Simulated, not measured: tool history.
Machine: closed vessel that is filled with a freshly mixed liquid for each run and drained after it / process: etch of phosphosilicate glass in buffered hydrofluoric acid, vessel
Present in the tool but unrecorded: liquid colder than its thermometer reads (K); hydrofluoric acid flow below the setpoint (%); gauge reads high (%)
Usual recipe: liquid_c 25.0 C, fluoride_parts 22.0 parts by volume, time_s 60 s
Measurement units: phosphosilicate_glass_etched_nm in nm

| run | hour | liquid_c | fluoride_parts | time_s | wafers since the last listed run | hours since the thermometer was replaced | hours since the hydrofluoric acid flow meter was replaced | hours since the gauge calibration | read-back film thickness of the phosphosilicate glass reference wafer, read on the same gauge (nm) | phosphosilicate_glass_etched_nm |
|---|---|---|---|---|---|---|---|---|---|---|
| 1 | 0.0 | 25.0 | 22.0 | 80 | 0 | 2475.7 | 402.5 | 70.0 | 100.00 | 169.63 |
| 2 | 56.6 | 25.0 | 22.0 | 80 | 5197 | 2532.3 | 459.1 | 126.6 | 99.99 | 168.27 |
| 3 | 127.5 | 25.0 | 22.0 | 75 | 6510 | 2603.2 | 530.0 | 197.5 | 100.01 | 155.77 |
| 4 | 170.2 | 25.0 | 22.0 | 75 | 3921 | 2645.9 | 572.7 | 240.2 | 100.01 | 157.23 |
| 5 | 217.0 | 25.0 | 22.0 | 60 | 4297 | 2692.7 | 619.5 | 287.0 | 100.00 | 124.59 |
| 6 | 288.2 | 25.0 | 22.0 | 60 | 6538 | 2763.9 | 690.7 | 358.2 | 99.99 | 123.37 |
| 7 | 357.0 | 25.0 | 22.0 | 55 | 6317 | 2832.7 | 759.5 | 427.0 | 99.98 | 114.36 |
| 8 | 399.3 | 25.0 | 22.0 | 55 | 3884 | 2875.0 | 801.8 | 469.3 | 100.00 | 113.64 |
| 9 | 470.8 | 25.0 | 22.0 | 55 | 6565 | 2946.5 | 873.3 | 540.8 | 100.00 | 112.96 |
| 10 | 542.5 | 25.0 | 19.0 | 60 | 6584 | 3018.2 | 945.0 | 612.5 | 100.00 | 136.43 |
|  | 556.8 | thermometer replaced |
| 11 | 585.7 | 25.0 | 19.0 | 60 | 3875 | 28.9 | 988.2 | 655.7 | 100.00 | 161.64 |
| 12 | 609.9 | 25.0 | 19.0 | 60 | 2222 | 53.1 | 1012.4 | 679.9 | 100.01 | 161.91 |
| 13 | 661.5 | 25.0 | 22.0 | 60 | 4738 | 104.7 | 1064.0 | 731.5 | 100.01 | 144.63 |
|  | 672.0 | hydrofluoric acid flow meter replaced |
| 14 | 713.5 | 25.0 | 22.0 | 60 | 4683 | 156.7 | 41.5 | 783.5 | 100.00 | 143.62 |
| 15 | 908.4 | 23.0 | 29.0 | 45 | 17897 | 351.6 | 236.4 | 978.4 | 100.00 | 78.59 |
| 16 | 934.3 | 25.0 | 22.0 | 60 | 2378 | 377.5 | 262.3 | 1004.3 | 100.01 | 141.75 |
| 17 | 985.5 | 25.0 | 22.0 | 60 | 4701 | 428.7 | 313.5 | 1055.5 | 100.03 | 143.28 |
|  | 990.3 | gauge calibrated |
| 18 | 1015.3 | 28.0 | 30.0 | 40 | 2736 | 458.5 | 343.3 | 25.0 | 99.98 | 89.51 |
| 19 | 1048.5 | 23.0 | 22.0 | 50 | 3048 | 491.7 | 376.5 | 58.2 | 100.01 | 106.85 |
| 20 | 1097.7 | 22.0 | 25.0 | 60 | 4518 | 540.9 | 425.7 | 107.4 | 100.00 | 108.57 |
| 21 | 1162.8 | 29.0 | 22.0 | 75 | 5978 | 606.0 | 490.8 | 172.5 | 99.99 | 217.90 |
| 22 | 1226.3 | 30.0 | 14.0 | 95 | 5831 | 669.5 | 554.3 | 236.0 | 100.02 | 441.58 |
| 23 | 1294.9 | 25.0 | 22.0 | 60 | 6299 | 738.1 | 622.9 | 304.6 | 100.01 | 139.46 |
| 24 | 1366.3 | 25.0 | 18.5 | 35 | 6556 | 809.5 | 694.3 | 376.0 | 99.99 | 94.78 |
| 25 | 1405.7 | 25.0 | 22.0 | 60 | 3618 | 848.9 | 733.7 | 415.4 | 100.00 | 138.14 |
| 26 | 1439.7 | 26.5 | 26.0 | 60 | 3122 | 882.9 | 767.7 | 449.4 | 99.98 | 134.31 |
| 27 | 1498.0 | 27.0 | 16.5 | 30 | 5353 | 941.2 | 826.0 | 507.7 | 100.00 | 99.65 |

Difference, measured minus no-hidden-state, one row per run. Run-to-run variation is common to both terms; the gauge's own scatter need not be:
| run | phosphosilicate_glass_etched_nm |
|---|---|
| 1 | -27.99 |
| 2 | -28.30 |
| 3 | -26.91 |
| 4 | -27.57 |
| 5 | -22.17 |
| 6 | -22.52 |
| 7 | -21.33 |
| 8 | -21.49 |
| 9 | -21.89 |
| 10 | -27.03 |
| 11 | -2.21 |
| 12 | -2.40 |
| 13 | -2.55 |
| 14 | -2.93 |
| 15 | -2.44 |
| 16 | -4.56 |
| 17 | -4.93 |
| 18 | -3.19 |
| 19 | -4.09 |
| 20 | -4.50 |
| 21 | -9.37 |
| 22 | -20.22 |
| 23 | -7.11 |
| 24 | -5.20 |
| 25 | -7.92 |
| 26 | -7.88 |
| 27 | -6.08 |

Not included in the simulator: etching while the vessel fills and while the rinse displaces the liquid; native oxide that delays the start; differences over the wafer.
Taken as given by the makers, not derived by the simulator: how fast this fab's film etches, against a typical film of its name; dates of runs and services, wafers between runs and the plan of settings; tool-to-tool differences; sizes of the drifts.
